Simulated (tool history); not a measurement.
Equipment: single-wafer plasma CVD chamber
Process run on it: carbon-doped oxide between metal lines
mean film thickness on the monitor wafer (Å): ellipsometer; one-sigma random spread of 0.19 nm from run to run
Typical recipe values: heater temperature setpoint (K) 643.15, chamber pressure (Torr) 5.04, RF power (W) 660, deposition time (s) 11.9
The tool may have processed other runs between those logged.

run   hour  heater temperature setpoint (K)  chamber pressure (Torr)  RF power (W)  deposition time (s)  wafers since the last listed run  hours since the last thermocouple change  hours since the last RF generator calibration  hours since the last manometer calibration  hours since the showerhead was replaced  hours since the gauge calibration  read-back reference wafer on the same gauge, thickness_nm  mean film thickness on the monitor wafer (Å)
  1      0                           643.15                     4.15           660                 10.8                                 0                                    2260.8                                          904.1                                       857.3                                   6608.7                              196.7                                                     72.621                                        666.81
       7.7  -- gauge calibrated
  2   33.1                           643.15                     4.15           660                 10.8                               682                                    2293.9                                          937.2                                       890.4                                   6641.8                               25.4                                                     72.604                                        669.43
  3   47.6                           643.15                     4.15           660                 10.8                               298                                    2308.4                                          951.7                                       904.9                                   6656.3                               39.9                                                     72.597                                        668.77
  4     78                           643.15                     5.75           660                 11.9                               626                                    2338.8                                          982.1                                       935.3                                   6686.7                               70.3                                                     72.613                                        762.31
  5   96.7                           643.15                     5.75           660                 11.9                               385                                    2357.5                                         1000.8                                         954                                   6705.4                                 89                                                     72.569                                        759.63
  6  126.3                           636.15                     5.04           715                 11.9                               610                                    2387.1                                         1030.4                                       983.6                                     6735                              118.6                                                     72.568                                        805.24
     153.2  -- RF generator calibrated
  7  153.7                           636.15                     5.04           715                 11.9                               399                                    2414.5                                            0.5                                        1011                                   6762.4                                146                                                     72.579                                         775.5
       173  -- capacitance manometer re-zeroed and calibrated
     173.3  -- showerhead replaced
  8  173.8                           643.15                     5.04           660                 11.9                               241                                    2434.6                                           20.6                                         0.8                                      0.5                              166.1                                                     72.622                                         714.9
     179.4  -- gauge calibrated
  9  179.4                           643.15                     5.04           660                 11.9                               115                                    2440.2                                           26.2                                         6.4                                      6.1                                  0                                                     72.597                                        717.57
     218.9  -- RF generator calibrated, repeated, since the last time left the tool worse
 10  219.4                           643.15                     4.59           660                   11                               659                                    2480.2                                            0.5                                        46.4                                     46.1                                 40                                                     72.626                                        707.01
     244.1  -- thermocouple changed; heater temperature recalibrated
 11  244.6                           643.15                     5.04           560                 11.9                               354                                       0.5                                           25.7                                        71.6                                     71.3                               65.2                                                      72.58                                        683.72
 12  268.3                           643.15                     5.04           660                 11.9                               488                                      24.2                                           49.4                                        95.3                                       95                               88.9                                                     72.639                                        774.21
 13  286.5                           653.15                     5.36           660                 11.9                               375                                      42.4                                           67.6                                       113.5                                    113.2                              107.1                                                     72.574                                        757.69
 14  306.7                           643.15                     5.04           660                 11.9                               416                                      62.6                                           87.8                                       133.7                                    133.4                              127.3                                                     72.609                                        769.57
 15    333                           643.15                     4.15           660                 10.8                               542                                      88.9                                          114.1                                         160                                    159.7                              153.6                                                     72.613                                           683
 16  346.4                           635.15                     5.04           660                 11.9                               276                                     102.3                                          127.5                                       173.4                                    173.1                                167                                                     72.589                                        787.68
 17  363.1                           651.15                     4.67           725                 11.9                               344                                       119                                          144.2                                       190.1                                    189.8                              183.7                                                     72.589                                        800.17
     370.6  -- gauge calibrated
 18  375.4                           655.15                     4.71           710                 10.3                               253                                     131.3                                          156.5                                       202.4                                    202.1                                4.8                                                     72.614                                        679.67

Pick out some run-to-run changes in mean film thickness on the monitor wafer (Å). Of each, how much would a tool without hidden state show as well, from the settings, what came in and chance, and how much is left for the hidden state and any gauge scatter not in both results compared?
Hidden state present: wafer temperature above the value expected at the setpoint (K); delivered RF power above the setpoint (%); true pressure above the setpoint (%); gauge reads high (%).
Run 9 -> 10: chamber pressure (Torr) 5.04 -> 4.59, deposition time (s) 11.9 -> 11, RF generator calibrated, repeated, since the last time left the tool worse. mean film thickness on the monitor wafer (Å) -10.56: hidden state +56.21, all else -66.77.
Run 17 -> 18: heater temperature setpoint (K) 651.15 -> 655.15, chamber pressure (Torr) 4.67 -> 4.71, RF power (W) 725 -> 710, deposition time (s) 11.9 -> 10.3, gauge calibrated. mean film thickness on the monitor wafer (Å) -120.5: hidden state +0.92, all else -121.42.
